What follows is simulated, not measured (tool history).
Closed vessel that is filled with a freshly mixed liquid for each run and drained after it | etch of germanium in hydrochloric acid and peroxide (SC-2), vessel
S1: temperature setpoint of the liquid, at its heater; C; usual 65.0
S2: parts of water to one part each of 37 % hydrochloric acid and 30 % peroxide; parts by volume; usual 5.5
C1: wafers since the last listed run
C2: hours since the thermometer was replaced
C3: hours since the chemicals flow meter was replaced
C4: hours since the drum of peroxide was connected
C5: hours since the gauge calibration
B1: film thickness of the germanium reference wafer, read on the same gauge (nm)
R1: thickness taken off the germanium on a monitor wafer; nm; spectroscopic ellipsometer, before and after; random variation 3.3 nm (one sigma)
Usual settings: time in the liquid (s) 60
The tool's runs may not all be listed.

Run 1, day 0.000: usual settings; C1 0; C2 1574.0; C3 1337.5; C4 986.5; C5 313.2; B1 30.01. Result: R1 331.06 nm.
Run 2, day 0.633: usual settings; C1 2236; C2 1589.2; C3 1352.7; C4 1001.7; C5 328.4; B1 29.93. Result: R1 323.44 nm.
Run 3, day 1.375: usual settings; C1 2619; C2 1607.0; C3 1370.5; C4 1019.5; C5 346.2; B1 29.98. Result: R1 326.63 nm.
Run 4, day 1.683: usual settings; C1 1089; C2 1614.4; C3 1377.9; C4 1026.9; C5 353.6; B1 30.01. Result: R1 334.16 nm.
Run 5, day 2.200: usual settings; C1 1824; C2 1626.8; C3 1390.3; C4 1039.3; C5 366.0; B1 29.99. Result: R1 336.17 nm.
Run 6, day 2.521: usual settings; C1 1133; C2 1634.5; C3 1398.0; C4 1047.0; C5 373.7; B1 29.99. Result: R1 331.62 nm.
Run 7, day 2.958: usual settings but S1 68.5 C, S2 4.0 parts by volume; C1 1545; C2 1645.0; C3 1408.5; C4 1057.5; C5 384.2; B1 30.02. Result: R1 368.05 nm.
Run 8, day 3.329: usual settings but S1 68.5 C, S2 4.0 parts by volume; C1 1309; C2 1653.9; C3 1417.4; C4 1066.4; C5 393.1; B1 29.98. Result: R1 363.62 nm.
Run 9, day 3.842: usual settings; C1 1810; C2 1666.2; C3 1429.7; C4 1078.7; C5 405.4; B1 29.98. Result: R1 330.69 nm.
Run 10, day 4.354: usual settings; C1 1810; C2 1678.5; C3 1442.0; C4 1091.0; C5 417.7; B1 29.96. Result: R1 330.51 nm.
Run 11, day 5.079: usual settings; C1 2560; C2 1695.9; C3 1459.4; C4 1108.4; C5 435.1; B1 29.98. Result: R1 333.02 nm.
Run 12, day 5.521: usual settings; C1 1559; C2 1706.5; C3 1470.0; C4 1119.0; C5 445.7; B1 30.06. Result: R1 325.30 nm.
Run 13, day 5.858: usual settings; C1 1192; C2 1714.6; C3 1478.1; C4 1127.1; C5 453.8; B1 30.07. Result: R1 328.15 nm.
Run 14, day 6.342: usual settings; C1 1707; C2 1726.2; C3 1489.7; C4 1138.7; C5 465.4; B1 29.98. Result: R1 329.44 nm.
At day 6.542: chemicals flow meter replaced.
Run 15, day 6.654: usual settings; C1 956; C2 1733.7; C3 2.7; C4 1146.2; C5 472.9; B1 29.99. Result: R1 323.87 nm.
Run 16, day 7.129: usual settings; C1 1677; C2 1745.1; C3 14.1; C4 1157.6; C5 484.3; B1 29.96. Result: R1 331.22 nm.
At day 7.571: gauge calibrated.
Run 17, day 9.367: usual settings but S1 71.5 C, S2 4.0 parts by volume, time in the liquid (s) 40; C1 7902; C2 1798.8; C3 67.8; C4 1211.3; C5 43.1; B1 30.03. Result: R1 269.14 nm.
Run 18, day 9.662: usual settings but S1 56.0 C, time in the liquid (s) 90; C1 1044; C2 1805.9; C3 74.9; C4 1218.4; C5 50.2; B1 30.03. Result: R1 376.38 nm.
Run 19, day 10.350: usual settings but S1 72.0 C, S2 4.0 parts by volume, time in the liquid (s) 45; C1 2428; C2 1822.4; C3 91.4; C4 1234.9; C5 66.7; B1 29.98. Result: R1 304.54 nm.
At day 10.496: new drum of peroxide connected.
Run 20, day 10.867: usual settings but S1 57.0 C, time in the liquid (s) 95; C1 1677; C2 1834.8; C3 103.8; C4 8.9; C5 79.1; B1 29.98. Result: R1 416.29 nm.
Run 21, day 12.583: usual settings but S2 7.5 parts by volume; C1 6063; C2 1876.0; C3 145.0; C4 50.1; C5 120.3; B1 30.01. Result: R1 325.98 nm.
Run 22, day 13.038: usual settings but S2 4.0 parts by volume, time in the liquid (s) 30; C1 1604; C2 1886.9; C3 155.9; C4 61.0; C5 131.2; B1 29.97. Result: R1 165.96 nm.
Run 23, day 13.750: usual settings; C1 2516; C2 1904.0; C3 173.0; C4 78.1; C5 148.3; B1 29.96. Result: R1 331.64 nm.
At day 14.017: thermometer replaced.
Run 24, day 14.088: usual settings but S1 69.5 C; C1 1044; C2 1.7; C3 181.1; C4 86.2; C5 156.4; B1 30.03. Result: R1 374.28 nm.
Run 25, day 14.783: usual settings but S1 67.5 C, S2 6.5 parts by volume, time in the liquid (s) 45; C1 2457; C2 18.4; C3 197.8; C4 102.9; C5 173.1; B1 29.99. Result: R1 260.70 nm.
Run 26, day 15.504: usual settings; C1 2546; C2 35.7; C3 215.1; C4 120.2; C5 190.4; B1 30.04. Result: R1 327.58 nm.

Forecast run 27:
Run 27, day 17.579: usual settings but S1 71.0 C, S2 4.5 parts by volume, time in the liquid (s) 30; C1 7328; C2 85.5; C3 264.9; C4 170.0; C5 240.2; B1 ?. Result: R1 ?.

B1: 29.99
R1: 195.54 nm
Without the tool's hidden state the same run would have given R1 195.54 nm.
